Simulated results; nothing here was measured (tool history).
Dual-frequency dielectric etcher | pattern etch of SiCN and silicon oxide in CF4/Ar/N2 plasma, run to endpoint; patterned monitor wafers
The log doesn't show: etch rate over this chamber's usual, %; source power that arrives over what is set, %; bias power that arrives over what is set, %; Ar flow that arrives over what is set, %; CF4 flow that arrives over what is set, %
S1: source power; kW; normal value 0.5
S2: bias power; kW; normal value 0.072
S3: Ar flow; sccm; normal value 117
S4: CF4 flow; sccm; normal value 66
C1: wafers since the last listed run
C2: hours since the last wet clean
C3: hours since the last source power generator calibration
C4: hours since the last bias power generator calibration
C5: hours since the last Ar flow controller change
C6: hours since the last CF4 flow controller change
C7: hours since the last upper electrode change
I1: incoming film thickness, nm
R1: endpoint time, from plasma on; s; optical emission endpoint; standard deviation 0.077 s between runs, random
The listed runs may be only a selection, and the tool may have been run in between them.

run    hour    S1     S2   S3  S4    C1     C2      C3      C4      C5      C6      C7     I1    R1
  1       0   0.5  0.072  131  66     0  300.3  3836.9   435.1  2790.2   258.3   411.2  10.95  12.2
  2    30.4   0.6  0.072  145  50   429  330.7  3867.3   465.5  2820.6   288.7   441.6  11.04  10.7
  3    65.4   0.5  0.072  117  66   494  365.7  3902.3   500.5  2855.6   323.7   476.6  10.86  11.9
  4   134.8  0.55  0.054  117  73   981  435.1  3971.7   569.9    2925   393.1     546  10.86  11.6
      198.6  -- wet clean of the chamber
  5   199.1   0.5  0.072  117  66   569    0.5    4036   634.2  2989.3   457.4   610.3  11.03  11.6
  6   219.1   0.5  0.067  117  76   282   20.5    4056   654.2  3009.3   477.4   630.3  10.86  11.4
      256.6  -- source power generator calibrated
  7   257.1  0.44  0.072  117  66   480   58.5     0.5   692.2  3047.3   515.4   668.3  10.93  13.6
  8   322.1  0.44   0.06  125  62   919  123.5    65.5   757.2  3112.3   580.4   733.3   10.9  14.5
      344.7  -- Ar flow controller replaced
  9   363.9   0.5  0.072  117  66   506  165.3   107.3     799    19.2   622.2   775.1  10.89  11.7
 10   422.2  0.38  0.072  103  66   824  223.6   165.6   857.3    77.5   680.5   833.4  10.95  16.2
 11   477.4  0.57  0.072  117  66   780  278.8   220.8   912.5   132.7   735.7   888.6   10.9  10.3
 12   548.8   0.5  0.055  117  66  1009  350.2   292.2   983.9   204.1   807.1     960  10.91  12.9
 13   601.2  0.39  0.072  117  66   740  402.6   344.6  1036.3   256.5   859.5  1012.4  10.94    16
 14   643.3   0.5  0.079   94  66   595  444.7   386.7  1078.4   298.6   901.6  1054.5  10.82  11.3
 15   679.6  0.43  0.055   89  57   513    481     423  1114.7   334.9   937.9  1090.8  10.92  15.7
      738.2  -- wet clean of the chamber
 16   738.7   0.5  0.079   94  66   496    0.5   482.1  1173.8     394     997  1149.9  10.88  11.2
 17   798.9   0.5  0.072  117  66   851   60.7   542.3    1234   454.2  1057.2  1210.1  10.85  11.6
 18   850.3  0.57  0.055  117  66   726  112.1   593.7  1285.4   505.6  1108.6  1261.5  10.72  10.8
 19   895.7   0.5  0.072  117  81   641  157.5   639.1  1330.8     551    1154  1306.9  10.98  11.5
 20   953.6   0.5  0.072  117  66   818  215.4     697  1388.7   608.9  1211.9  1364.8  10.95    12
 21  1003.1  0.54   0.08  140  74   699  264.9   746.5  1438.2   658.4  1261.4  1414.3  10.85  10.5
 22  1064.6  0.44  0.086  136  79   869  326.4     808  1499.7   719.9  1322.9  1475.8  10.89  12.8
 23  1117.2   0.5  0.059  117  66   743    379   860.6  1552.3   772.5  1375.5  1528.4  10.94  12.8

Alternative continuations, all from the tool just after run 23; predict every row:
  A  1117.6  0.5  0.072  117  78   5  379.4  861  1552.7  772.9  1375.9  1528.8  10.94   ?
  B  1117.6  0.5  0.077  117  58   5  379.4  861  1552.7  772.9  1375.9  1528.8  10.94   ?
  C  1117.6  0.5  0.059  108  55   5  379.4  861  1552.7  772.9  1375.9  1528.8  10.94   ?
  D  1117.6  0.5  0.072  117  51   5  379.4  861  1552.7  772.9  1375.9  1528.8  10.94   ?
  E  1117.6  0.5  0.072  117  50   5  379.4  861  1552.7  772.9  1375.9  1528.8  10.94   ?

run    R1
  A  11.6
  B    12
  C  13.1
  D  12.6
  E  12.6
What these runs would have given with no unlogged condition in the tool:
run    R1
  A  11.3
  B  11.7
  C  12.8
  D  12.3
  E  12.3

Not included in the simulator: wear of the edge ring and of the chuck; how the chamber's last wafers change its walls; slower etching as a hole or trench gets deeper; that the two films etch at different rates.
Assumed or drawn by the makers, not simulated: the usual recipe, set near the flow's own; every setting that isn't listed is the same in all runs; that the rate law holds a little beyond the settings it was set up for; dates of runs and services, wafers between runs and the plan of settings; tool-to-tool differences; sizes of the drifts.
